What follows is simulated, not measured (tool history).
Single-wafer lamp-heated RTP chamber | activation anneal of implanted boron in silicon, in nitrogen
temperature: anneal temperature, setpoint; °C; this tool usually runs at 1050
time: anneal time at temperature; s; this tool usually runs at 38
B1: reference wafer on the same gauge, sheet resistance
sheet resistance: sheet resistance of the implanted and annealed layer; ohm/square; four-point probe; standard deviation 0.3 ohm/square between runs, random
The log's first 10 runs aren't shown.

run 11 hour=299.8 | temperature=1050 time=38 | B1=86.48 | sheet_resistance=85.89
run 12 hour=334.1 | temperature=1050 time=50 | B1=86.31 | sheet_resistance=83.36
run 13 hour=350.9 | temperature=1050 time=50 | B1=86.31 | sheet_resistance=83.02
-- hour=361.8 pyrometer window cleaned and pyrometer calibrated
run 14 hour=363.6 | temperature=1050 time=50 | B1=86.4 | sheet_resistance=83.02
run 15 hour=393.8 | temperature=1050 time=38 | B1=86.4 | sheet_resistance=85.88
run 16 hour=429.2 | temperature=1041 time=54 | B1=86.3 | sheet_resistance=85.81
run 17 hour=458.9 | temperature=1050 time=38 | B1=86.38 | sheet_resistance=85.43
run 18 hour=487.6 | temperature=1027 time=26 | B1=86.4 | sheet_resistance=100.71
run 19 hour=520.2 | temperature=1050 time=38 | B1=86.48 | sheet_resistance=85.88
run 20 hour=549.2 | temperature=1026 time=38 | B1=86.4 | sheet_resistance=96.63
run 21 hour=577.9 | temperature=1050 time=38 | B1=86.39 | sheet_resistance=85.63
-- hour=582 gauge calibrated
run 22 hour=592.8 | temperature=1035 time=19 | B1=86.38 | sheet_resistance=99.71
run 23 hour=610.7 | temperature=1031 time=50 | B1=86.4 | sheet_resistance=90.8
run 24 hour=624.8 | temperature=1050 time=38 | B1=86.51 | sheet_resistance=86.13
-- hour=647.7 reflector plate cleaned
run 25 hour=678.7 | temperature=1078 time=18 | B1=86.46 | sheet_resistance=85.37
run 26 hour=706.8 | temperature=1079 time=49 | B1=86.48 | sheet_resistance=77.36
run 27 hour=731.2 | temperature=1031 time=38 | B1=86.42 | sheet_resistance=95.83
run 28 hour=756.3 | temperature=1067 time=38 | B1=86.44 | sheet_resistance=82.07
run 29 hour=793.1 | temperature=1063 time=38 | B1=86.39 | sheet_resistance=82.42
run 30 hour=817 | temperature=1050 time=61 | B1=86.43 | sheet_resistance=82
run 31 hour=839.9 | temperature=1050 time=38 | B1=86.49 | sheet_resistance=86.48

5 options for the next run, each taken on its own from the tool as it stands now. Forecast them:
run A hour=840.3 | temperature=1050 time=38 | B1=? | sheet_resistance=?
run B hour=840.3 | temperature=1050 time=55 | B1=? | sheet_resistance=?
run C hour=840.3 | temperature=1072 time=57 | B1=? | sheet_resistance=?
run D hour=840.3 | temperature=1075 time=46 | B1=? | sheet_resistance=?
run E hour=840.3 | temperature=1079 time=16 | B1=? | sheet_resistance=?

run=A B1=86.42 sheet_resistance=85.76
run=B B1=86.42 sheet_resistance=82.35
run=C B1=86.42 sheet_resistance=76.82
run=D B1=86.42 sheet_resistance=77.9
run=E B1=86.42 sheet_resistance=84.97
With the hidden condition removed and each run's random variation left untouched, the same runs would have given:
run=A sheet_resistance=86.85
run=B sheet_resistance=83.32
run=C sheet_resistance=77.36
run=D sheet_resistance=78.42
run=E sheet_resistance=85.86

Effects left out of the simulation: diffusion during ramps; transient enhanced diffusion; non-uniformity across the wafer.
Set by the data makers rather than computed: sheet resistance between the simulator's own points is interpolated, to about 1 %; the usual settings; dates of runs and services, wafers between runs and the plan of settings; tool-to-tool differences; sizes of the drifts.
